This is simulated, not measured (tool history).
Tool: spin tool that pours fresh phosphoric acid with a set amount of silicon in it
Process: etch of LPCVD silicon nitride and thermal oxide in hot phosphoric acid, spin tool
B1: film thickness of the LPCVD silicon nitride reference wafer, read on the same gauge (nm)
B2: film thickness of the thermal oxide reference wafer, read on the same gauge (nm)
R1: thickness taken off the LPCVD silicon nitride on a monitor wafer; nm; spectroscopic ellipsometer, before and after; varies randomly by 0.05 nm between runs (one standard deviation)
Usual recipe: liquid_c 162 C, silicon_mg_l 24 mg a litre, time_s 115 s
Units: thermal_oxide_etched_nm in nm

run 1 day=0 | liquid_c=164 silicon_mg_l=9 time_s=150 | B1=133.35 B2=112.852 | R1=16.91 thermal_oxide_etched_nm=0.483
run 2 day=1.117 | liquid_c=160 silicon_mg_l=17 time_s=155 | B1=133.46 B2=112.923 | R1=15.33 thermal_oxide_etched_nm=0.326
run 3 day=2.233 | liquid_c=164.5 silicon_mg_l=24 time_s=115 | B1=133.48 B2=112.922 | R1=13.17 thermal_oxide_etched_nm=0.237
-- day=2.683 gauge calibrated
run 4 day=2.8 | liquid_c=161 silicon_mg_l=6 time_s=75 | B1=129.57 B2=109.627 | R1=7.43 thermal_oxide_etched_nm=0.221
-- day=3.854 heated supply line repaired
run 5 day=4.154 | liquid_c=162 silicon_mg_l=24 time_s=115 | B1=129.63 B2=109.694 | R1=11.75 thermal_oxide_etched_nm=0.181
run 6 day=5.292 | liquid_c=162 silicon_mg_l=24 time_s=55 | B1=129.72 B2=109.747 | R1=5.65 thermal_oxide_etched_nm=0.081
run 7 day=6.3 | liquid_c=162 silicon_mg_l=24 time_s=155 | B1=129.8 B2=109.803 | R1=15.77 thermal_oxide_etched_nm=0.33
run 8 day=6.825 | liquid_c=163 silicon_mg_l=18 time_s=90 | B1=129.81 B2=109.849 | R1=9.61 thermal_oxide_etched_nm=0.192
run 9 day=7.804 | liquid_c=164 silicon_mg_l=38.5 time_s=85 | B1=129.92 B2=109.892 | R1=9.33 thermal_oxide_etched_nm=0.077
run 10 day=8.317 | liquid_c=159.5 silicon_mg_l=18 time_s=115 | B1=129.89 B2=109.898 | R1=10.85 thermal_oxide_etched_nm=0.197
run 11 day=9.4 | liquid_c=162 silicon_mg_l=24 time_s=115 | B1=129.99 B2=110.002 | R1=11.79 thermal_oxide_etched_nm=0.226
run 12 day=10.821 | liquid_c=160.5 silicon_mg_l=29.5 time_s=50 | B1=130.06 B2=110.059 | R1=4.93 thermal_oxide_etched_nm=0.069
run 13 day=12.208 | liquid_c=162 silicon_mg_l=24 time_s=115 | B1=130.17 B2=110.129 | R1=11.84 thermal_oxide_etched_nm=0.184
run 14 day=13.196 | liquid_c=164.5 silicon_mg_l=18 time_s=140 | B1=130.23 B2=110.194 | R1=15.7 thermal_oxide_etched_nm=0.361
run 15 day=14.121 | liquid_c=165 silicon_mg_l=30.5 time_s=70 | B1=130.27 B2=110.242 | R1=7.97 thermal_oxide_etched_nm=0.095
run 16 day=15.075 | liquid_c=164 silicon_mg_l=14.5 time_s=165 | B1=130.38 B2=110.305 | R1=18.18 thermal_oxide_etched_nm=0.45
run 17 day=15.688 | liquid_c=164 silicon_mg_l=29.5 time_s=115 | B1=130.35 B2=110.275 | R1=12.65 thermal_oxide_etched_nm=0.25
run 18 day=17.038 | liquid_c=162 silicon_mg_l=24 time_s=115 | B1=130.47 B2=110.362 | R1=11.85 thermal_oxide_etched_nm=0.182
run 19 day=18.092 | liquid_c=160.5 silicon_mg_l=12.5 time_s=115 | B1=130.55 B2=110.422 | R1=11.26 thermal_oxide_etched_nm=0.297
run 20 day=18.746 | liquid_c=165 silicon_mg_l=34.5 time_s=175 | B1=130.58 B2=110.504 | R1=19.91 thermal_oxide_etched_nm=0.23
run 21 day=19.983 | liquid_c=162 silicon_mg_l=24 time_s=115 | B1=130.67 B2=110.557 | R1=11.91 thermal_oxide_etched_nm=0.226

Had the tool no unlogged condition, and each run kept its random variation, what would the results have been?
What the log doesn't record here: liquid colder than its thermometer reads (K); dissolved silicon flow above the setpoint (%); temperature lost on the way to the wafer (K); gauge reads high (%).
run=1 R1=16.48
run=2 R1=14.93
run=3 R1=12.83
run=4 R1=7.45
run=5 R1=11.78
run=6 R1=5.66
run=7 R1=15.8
run=8 R1=9.62
run=9 R1=9.34
run=10 R1=10.86
run=11 R1=11.79
run=12 R1=4.93
run=13 R1=11.83
run=14 R1=15.67
run=15 R1=7.95
run=16 R1=18.14
run=17 R1=12.61
run=18 R1=11.81
run=19 R1=11.22
run=20 R1=19.82
run=21 R1=11.85
thermal_oxide_etched_nm: at most 0.012 nm away from the measurement, every run.
